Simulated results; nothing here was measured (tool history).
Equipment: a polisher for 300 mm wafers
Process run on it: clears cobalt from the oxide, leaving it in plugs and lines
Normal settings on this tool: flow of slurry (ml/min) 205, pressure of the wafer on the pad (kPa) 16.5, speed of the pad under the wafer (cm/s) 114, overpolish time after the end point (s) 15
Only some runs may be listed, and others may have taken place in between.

run,hour,flow of slurry (ml/min),pressure of the wafer on the pad (kPa),speed of the pad under the wafer (cm/s),overpolish time after the end point (s),wafers since the last listed run,wafers polished on this pad,hours since the slurry nozzle was cleaned,hours since the head pressure was calibrated,"incoming thickness of the incoming film, nm",time until the end point was called (s),dishing of a wide line in a test structure (Å)
1,0.0,205,16.5,114,15,0,364,213.9,288.5,322.2,56.5,561
# hour 26.7: worn pad replaced by a new one
2,27.2,205,16.5,114,11,298,6,241.1,315.7,320.8,55.3,474
3,46.3,205,16.5,114,11,245,251,260.2,334.8,320.1,56.2,457
4,74.1,180,16.5,114,15,357,609,288.0,362.6,319.1,60.2,542
# hour 83.9: worn pad replaced by a new one
5,104.1,180,16.5,114,15,334,259,318.0,392.6,323.6,56.1,536
# hour 125.5: head pressure recalibrated
6,137.8,180,16.5,114,15,407,667,351.7,12.3,320.1,59.6,518
# hour 142.0: worn pad replaced by a new one
7,160.7,220,16.5,114,15,242,240,374.6,35.2,319.3,55.2,573
# hour 176.6: slurry nozzle cleaned
8,177.1,205,16.5,88,15,197,438,0.5,51.6,319.2,67.7,494
9,193.1,205,11.7,152,15,205,644,16.5,67.6,316.8,68.0,500
# hour 200.8: worn pad replaced by a new one
10,214.6,180,16.5,114,15,224,176,38.0,89.1,317.3,55.3,575
11,248.0,270,11.7,146,17,429,605,71.4,122.5,320.8,66.8,546
# hour 260.7: worn pad replaced by a new one
12,262.4,180,16.5,114,15,133,21,85.8,136.9,324.3,55.2,556
13,277.1,235,13.1,146,15,188,210,100.5,151.6,317.6,53.7,538
14,312.0,165,13.1,90,18,448,659,135.4,186.5,319.9,90.8,458

Here are 3 independent what-if runs from the current tool condition. What would each one return?
A,312.4,205,16.5,114,15,5,664,135.8,186.9,323.9,?,?
B,312.4,205,16.5,114,7,5,664,135.8,186.9,323.9,?,?
C,312.4,205,16.5,140,13,5,664,135.8,186.9,323.9,?,?

run,time until the end point was called (s),dishing of a wide line in a test structure (Å)
A,59.0,546
B,59.0,308
C,50.7,549
Had the tool no hidden state, the same runs would have come out as:
run,time until the end point was called (s),dishing of a wide line in a test structure (Å)
A,53.4,583
B,53.4,334
C,45.9,585
